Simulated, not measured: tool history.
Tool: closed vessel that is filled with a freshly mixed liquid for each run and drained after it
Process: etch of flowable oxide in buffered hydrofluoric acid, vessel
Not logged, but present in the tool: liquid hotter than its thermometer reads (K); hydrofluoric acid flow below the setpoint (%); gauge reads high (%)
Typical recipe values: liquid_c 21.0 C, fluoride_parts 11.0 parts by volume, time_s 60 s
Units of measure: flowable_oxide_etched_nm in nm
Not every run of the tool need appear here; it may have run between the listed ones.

run,hour,liquid_c,fluoride_parts,time_s,wafers since the last listed run,hours since the thermometer was replaced,hours since the hydrofluoric acid flow meter was replaced,hours since the gauge calibration,"read-back film thickness of the flowable oxide reference wafer, read on the same gauge (nm)",flowable_oxide_etched_nm
1,0.0,21.0,8.0,60,0,1110.4,1316.9,92.7,79.98,247.07
2,35.5,21.0,11.0,60,4716,1145.9,1352.4,128.2,80.00,187.14
3,71.3,21.0,11.0,60,4756,1181.7,1388.2,164.0,79.97,186.79
4,104.5,21.0,11.0,60,4410,1214.9,1421.4,197.2,80.06,186.34
5,255.5,21.0,11.0,60,20061,1365.9,1572.4,348.2,79.98,193.02
6,294.6,21.0,11.0,60,5194,1405.0,1611.5,387.3,79.96,191.10
# hour 337.9: hydrofluoric acid flow meter replaced
7,338.4,21.0,11.0,60,5686,1448.8,0.5,431.1,80.01,190.25
8,397.6,21.0,11.0,60,7865,1508.0,59.7,490.3,80.01,192.20
9,424.9,21.0,11.0,60,3626,1535.3,87.0,517.6,79.93,193.23
# hour 426.8: thermometer replaced
10,471.6,25.5,11.0,40,6071,44.8,133.7,564.3,79.99,145.71
# hour 530.8: gauge calibrated
11,542.6,21.0,11.0,60,9432,115.8,204.7,11.8,79.98,170.18
12,571.8,21.0,9.0,40,3879,145.0,233.9,41.0,80.02,135.57
13,621.6,17.0,11.0,60,6616,194.8,283.7,90.8,79.96,137.46
14,652.4,23.0,13.5,35,4091,225.6,314.5,121.6,80.01,92.39
15,683.8,17.5,12.5,45,4171,257.0,345.9,153.0,80.00,94.56
16,743.4,17.0,11.0,45,7918,316.6,405.5,212.6,80.00,103.30
17,788.1,18.5,7.5,35,5938,361.3,450.2,257.3,79.98,127.48
18,824.3,19.0,11.0,60,4809,397.5,486.4,293.5,80.04,155.62

Forecast each of these 5 alternatives for the next run:
A,825.0,21.0,11.0,60,92,398.2,487.1,294.2,?,?
B,825.0,23.5,8.0,90,92,398.2,487.1,294.2,?,?
C,825.0,21.0,9.5,60,92,398.2,487.1,294.2,?,?
D,825.0,21.0,7.0,85,92,398.2,487.1,294.2,?,?
E,825.0,21.0,11.0,35,92,398.2,487.1,294.2,?,?

run,"read-back film thickness of the flowable oxide reference wafer, read on the same gauge (nm)",flowable_oxide_etched_nm
A,80.01,172.38
B,80.01,395.06
C,80.01,195.37
D,80.01,375.87
E,80.01,100.56
The same runs, with their run-to-run variation unchanged, on a tool lacking any hidden condition would have given:
run,flowable_oxide_etched_nm
A,163.72
B,375.54
C,185.55
D,357.01
E,95.50

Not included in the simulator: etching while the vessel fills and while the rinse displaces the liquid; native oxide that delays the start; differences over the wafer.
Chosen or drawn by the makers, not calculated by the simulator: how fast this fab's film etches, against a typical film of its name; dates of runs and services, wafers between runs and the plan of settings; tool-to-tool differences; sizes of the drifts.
